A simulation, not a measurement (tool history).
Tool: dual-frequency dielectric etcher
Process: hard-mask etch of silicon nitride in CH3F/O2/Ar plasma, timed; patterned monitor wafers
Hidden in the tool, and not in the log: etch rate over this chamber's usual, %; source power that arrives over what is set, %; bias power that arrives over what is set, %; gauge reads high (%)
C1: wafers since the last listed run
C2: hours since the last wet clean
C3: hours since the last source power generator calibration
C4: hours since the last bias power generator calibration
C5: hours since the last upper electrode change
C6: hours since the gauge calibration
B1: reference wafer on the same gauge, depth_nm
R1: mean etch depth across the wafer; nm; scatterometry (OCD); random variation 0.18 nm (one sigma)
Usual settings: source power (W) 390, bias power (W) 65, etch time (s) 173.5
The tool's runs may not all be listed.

run 1 hour=0 | source_power_(W)=390 bias_power_(W)=65 etch_time_(s)=157.5 | C1=0 C2=385.1 C3=3041.9 C4=4471.8 C5=5627.3 C6=141.2 | B1=114 | R1=105
run 2 hour=13.7 | source_power_(W)=390 bias_power_(W)=65 etch_time_(s)=157.5 | C1=67 C2=398.8 C3=3055.6 C4=4485.5 C5=5641 C6=154.9 | B1=114 | R1=105.3
run 3 hour=31.2 | source_power_(W)=390 bias_power_(W)=65 etch_time_(s)=173.5 | C1=85 C2=416.3 C3=3073.1 C4=4503 C5=5658.5 C6=172.4 | B1=114 | R1=115.6
run 4 hour=40.6 | source_power_(W)=390 bias_power_(W)=65 etch_time_(s)=173.5 | C1=45 C2=425.7 C3=3082.5 C4=4512.4 C5=5667.9 C6=181.8 | B1=114 | R1=115.6
run 5 hour=51.3 | source_power_(W)=390 bias_power_(W)=65 etch_time_(s)=173.5 | C1=52 C2=436.4 C3=3093.2 C4=4523.1 C5=5678.6 C6=192.5 | B1=114 | R1=115.3
run 6 hour=68.4 | source_power_(W)=390 bias_power_(W)=61 etch_time_(s)=173.5 | C1=83 C2=453.5 C3=3110.3 C4=4540.2 C5=5695.7 C6=209.6 | B1=114 | R1=112.9
run 7 hour=77.3 | source_power_(W)=390 bias_power_(W)=65 etch_time_(s)=173.5 | C1=43 C2=462.4 C3=3119.2 C4=4549.1 C5=5704.6 C6=218.5 | B1=114 | R1=115.4
run 8 hour=91.1 | source_power_(W)=390 bias_power_(W)=65 etch_time_(s)=160 | C1=67 C2=476.2 C3=3133 C4=4562.9 C5=5718.4 C6=232.3 | B1=114 | R1=106
run 9 hour=97.6 | source_power_(W)=390 bias_power_(W)=65 etch_time_(s)=160 | C1=31 C2=482.7 C3=3139.5 C4=4569.4 C5=5724.9 C6=238.8 | B1=114 | R1=106.1
-- hour=114.7 gauge calibrated
-- hour=125.3 wet clean of the chamber
run 10 hour=125.8 | source_power_(W)=390 bias_power_(W)=65 etch_time_(s)=157 | C1=20 C2=0.5 C3=3167.7 C4=4597.6 C5=5753.1 C6=11.1 | B1=114 | R1=107.9
run 11 hour=126.1 | source_power_(W)=390 bias_power_(W)=65 etch_time_(s)=157 | C1=1 C2=0.8 C3=3168 C4=4597.9 C5=5753.4 C6=11.4 | B1=114 | R1=107.8
run 12 hour=130.2 | source_power_(W)=390 bias_power_(W)=65 etch_time_(s)=157 | C1=20 C2=4.9 C3=3172.1 C4=4602 C5=5757.5 C6=15.5 | B1=114 | R1=107.8
run 13 hour=181.9 | source_power_(W)=470 bias_power_(W)=65 etch_time_(s)=223 | C1=252 C2=56.6 C3=3223.8 C4=4653.7 C5=5809.2 C6=67.2 | B1=114 | R1=163.4
run 14 hour=194.1 | source_power_(W)=390 bias_power_(W)=65 etch_time_(s)=173.5 | C1=59 C2=68.8 C3=3236 C4=4665.9 C5=5821.4 C6=79.4 | B1=114 | R1=118.7
run 15 hour=205.7 | source_power_(W)=330 bias_power_(W)=65 etch_time_(s)=173.5 | C1=56 C2=80.4 C3=3247.6 C4=4677.5 C5=5833 C6=91 | B1=114 | R1=111.3
run 16 hour=215.2 | source_power_(W)=490 bias_power_(W)=73 etch_time_(s)=138.5 | C1=46 C2=89.9 C3=3257.1 C4=4687 C5=5842.5 C6=100.5 | B1=114 | R1=107.8
-- hour=228.6 source power generator calibrated
-- hour=240.5 upper electrode replaced
run 17 hour=241 | source_power_(W)=450 bias_power_(W)=70 etch_time_(s)=135.5 | C1=48 C2=115.7 C3=12.4 C4=4712.8 C5=0.5 C6=126.3 | B1=114 | R1=100.4
run 18 hour=245.5 | source_power_(W)=460 bias_power_(W)=55 etch_time_(s)=198 | C1=22 C2=120.2 C3=16.9 C4=4717.3 C5=5 C6=130.8 | B1=114 | R1=135.1
-- hour=255.7 bias power generator calibrated
run 19 hour=257.1 | source_power_(W)=390 bias_power_(W)=65 etch_time_(s)=173.5 | C1=37 C2=131.8 C3=28.5 C4=1.4 C5=16.6 C6=142.4 | B1=114 | R1=118.3
run 20 hour=263.8 | source_power_(W)=350 bias_power_(W)=56 etch_time_(s)=215 | C1=32 C2=138.5 C3=35.2 C4=8.1 C5=23.3 C6=149.1 | B1=114 | R1=133.1
run 21 hour=298.5 | source_power_(W)=390 bias_power_(W)=70 etch_time_(s)=173.5 | C1=169 C2=173.2 C3=69.9 C4=42.8 C5=58 C6=183.8 | B1=114 | R1=121.3
run 22 hour=311.8 | source_power_(W)=420 bias_power_(W)=65 etch_time_(s)=173.5 | C1=65 C2=186.5 C3=83.2 C4=56.1 C5=71.3 C6=197.1 | B1=114 | R1=121.6
run 23 hour=318.5 | source_power_(W)=390 bias_power_(W)=65 etch_time_(s)=173.5 | C1=32 C2=193.2 C3=89.9 C4=62.8 C5=78 C6=203.8 | B1=114 | R1=117.9
run 24 hour=325.2 | source_power_(W)=320 bias_power_(W)=71 etch_time_(s)=203 | C1=32 C2=199.9 C3=96.6 C4=69.5 C5=84.7 C6=210.5 | B1=114 | R1=132.4

4 ways to go on from here, each from the tool as it stands after run 24. What would each give?
run A hour=325.7 | source_power_(W)=390 bias_power_(W)=55 etch_time_(s)=173.5 | C1=2 C2=200.4 C3=97.1 C4=70 C5=85.2 C6=211 | B1=? | R1=?
run B hour=325.7 | source_power_(W)=450 bias_power_(W)=76 etch_time_(s)=213 | C1=2 C2=200.4 C3=97.1 C4=70 C5=85.2 C6=211 | B1=? | R1=?
run C hour=325.7 | source_power_(W)=350 bias_power_(W)=72 etch_time_(s)=201 | C1=2 C2=200.4 C3=97.1 C4=70 C5=85.2 C6=211 | B1=? | R1=?
run D hour=325.7 | source_power_(W)=390 bias_power_(W)=69 etch_time_(s)=173.5 | C1=2 C2=200.4 C3=97.1 C4=70 C5=85.2 C6=211 | B1=? | R1=?

run=A B1=114 R1=110.2
run=B B1=114 R1=161.5
run=C B1=114 R1=135.8
run=D B1=114 R1=120.1
Without the tool's hidden state the same runs would have given:
run=A R1=111.7
run=B R1=163.6
run=C R1=137.5
run=D R1=121.7
